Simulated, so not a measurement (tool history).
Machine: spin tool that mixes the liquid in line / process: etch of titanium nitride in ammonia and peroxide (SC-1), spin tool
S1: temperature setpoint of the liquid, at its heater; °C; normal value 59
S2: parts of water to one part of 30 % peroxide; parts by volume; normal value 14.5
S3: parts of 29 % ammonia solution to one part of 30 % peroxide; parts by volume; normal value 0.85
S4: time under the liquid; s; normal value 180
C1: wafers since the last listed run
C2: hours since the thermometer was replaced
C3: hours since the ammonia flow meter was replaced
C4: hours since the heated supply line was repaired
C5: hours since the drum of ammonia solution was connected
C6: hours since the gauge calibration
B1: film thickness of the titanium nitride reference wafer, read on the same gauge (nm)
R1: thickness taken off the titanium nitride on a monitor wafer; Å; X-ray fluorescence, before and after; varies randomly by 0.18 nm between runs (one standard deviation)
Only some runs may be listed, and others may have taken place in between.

run    hour    S1    S2    S3   S4    C1      C2     C3      C4     C5      C6     B1     R1
  1       0    59  14.5  0.85  100     0   375.1   65.4  1036.5  725.9   898.1  60.02  147.6
  2      52    59  14.5  0.85  100   408   427.1  117.4  1088.5  777.9   950.1  60.02  148.3
  3    92.9    59  14.5  0.85  180   321     468  158.3  1129.4  818.8     991  60.01  262.1
      115.1  -- new drum of ammonia solution connected
  4   174.9    59  14.5  0.85  180   636     550  240.3  1211.4   59.8    1073     60    269
  5   267.3    59  14.5  0.85  180   725   642.4  332.7  1303.8  152.2  1165.4  60.01  269.7
  6   353.1    59  14.5  0.85  180   674   728.2  418.5  1389.6    238  1251.2     60  268.3
  7   410.2    59  14.5  0.85  180   448   785.3  475.6  1446.7  295.1  1308.3  60.03  269.3
  8   485.8    59  14.5  0.85  180   593   860.9  551.2  1522.3  370.7  1383.9  59.98    265
      529.2  -- gauge calibrated
  9   529.8    59  14.5   1.1  140   345   904.9  595.2  1566.3  414.7     0.6     60  214.5
 10   583.8    65  19.5  0.75  110   424   958.9  649.2  1620.3  468.7    54.6  60.01  198.6
        600  -- ammonia flow meter replaced
 11   620.1    51  14.5  1.15  125   277   995.2   20.1  1656.6    505    90.9     60  114.1
      713.1  -- heated supply line repaired
 12   721.6  62.5   8.5  0.85  180   789  1096.7  121.6     8.5  606.5   192.4     60  445.2
 13     799    66  19.5  0.85  180   608  1174.1    199    85.9  683.9   269.8     60  358.3
      802.7  -- new drum of ammonia solution connected
 14   854.5    59  14.5   1.2  180   428  1229.6  254.5   141.4   51.8   325.3  60.03  283.2
      906.4  -- thermometer replaced
 15   934.1    59  14.5  0.85  180   617    27.7  334.1     221  131.4   404.9     60  266.4
 16  1009.2    59  14.5  0.85  180   590   102.8  409.2   296.1  206.5     480  60.01  263.8
 17  1061.6    59  14.5   0.7  215   411   155.2  461.6   348.5  258.9   532.4     60  306.6
 18  1266.7    59  14.5  0.85  180  1611   360.3  666.7   553.6    464   737.5     60  264.9
 19  1343.8    62   8.5     1  180   605   437.4  743.8   630.7  541.1   814.6  60.02  428.5

Branching from run 19: 5 alternative next runs. What would each branch give?
  A  1344.3    59    19  0.85  180   3  437.9  744.3  631.2  541.6  815.1   ?   ?
  B  1344.3    59  19.5  0.85  180   3  437.9  744.3  631.2  541.6  815.1   ?   ?
  C  1344.3  54.5    21  0.85  135   3  437.9  744.3  631.2  541.6  815.1   ?   ?
  D  1344.3    59  14.5   1.2  120   3  437.9  744.3  631.2  541.6  815.1   ?   ?
  E  1344.3  55.5  14.5  0.85  180   3  437.9  744.3  631.2  541.6  815.1   ?   ?

run  B1     R1
  A  60  224.5
  B  60  221.3
  C  60  117.9
  D  60    184
  E  60    206
What these runs would have given with no unlogged condition in the tool:
run     R1
  A  235.2
  B  231.9
  C  123.6
  D  191.9
  E  215.5

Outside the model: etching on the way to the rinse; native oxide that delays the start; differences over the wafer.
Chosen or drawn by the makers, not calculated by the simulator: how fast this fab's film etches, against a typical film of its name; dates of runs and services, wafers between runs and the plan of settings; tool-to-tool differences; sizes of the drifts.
